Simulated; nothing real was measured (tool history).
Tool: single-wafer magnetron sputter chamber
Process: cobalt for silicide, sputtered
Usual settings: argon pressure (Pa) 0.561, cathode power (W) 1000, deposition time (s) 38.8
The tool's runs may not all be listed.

run,hour,argon pressure (Pa),cathode power (W),deposition time (s),"read-back reference wafer on the same gauge, thickness_nm",mean film thickness on the monitor wafer (nm)
1,0.0,0.561,1000,41.1,20.084,20.933
2,15.3,0.561,1000,41.1,20.087,20.798
3,25.8,0.561,1000,41.1,20.113,20.822
4,41.0,0.561,1000,38.8,20.105,19.559
5,47.5,0.561,1000,34.5,20.112,17.418
6,55.7,0.561,1000,34.5,20.106,17.440
7,69.4,0.561,900,38.8,20.106,17.586
8,85.7,0.561,900,38.8,20.108,17.452
9,96.9,0.561,900,38.8,20.095,17.538
10,110.5,0.561,1000,38.8,20.112,19.521
11,120.8,0.561,1000,38.8,20.096,19.411
12,133.4,0.416,1150,38.8,20.111,23.526
13,142.8,0.561,1000,38.8,20.088,19.413
# hour 157.3: gauge calibrated
14,159.7,0.561,1000,38.8,20.087,19.385
# hour 172.7: capacitance manometer re-zeroed and calibrated
15,173.2,0.561,1000,38.8,20.105,19.362
16,180.3,0.561,800,35.8,20.081,14.357
17,186.5,0.561,1000,41.1,20.114,20.565
18,203.6,0.561,1000,38.8,20.077,19.377

The next listed run, before its measurement:
# hour 216.0: magnet pack replaced
19,219.3,0.561,1100,38.8,?,?

read-back reference wafer on the same gauge, thickness_nm: 20.105
mean film thickness on the monitor wafer (nm): 21.285
Without the tool's hidden state the same run would have given mean film thickness on the monitor wafer (nm) 21.795.
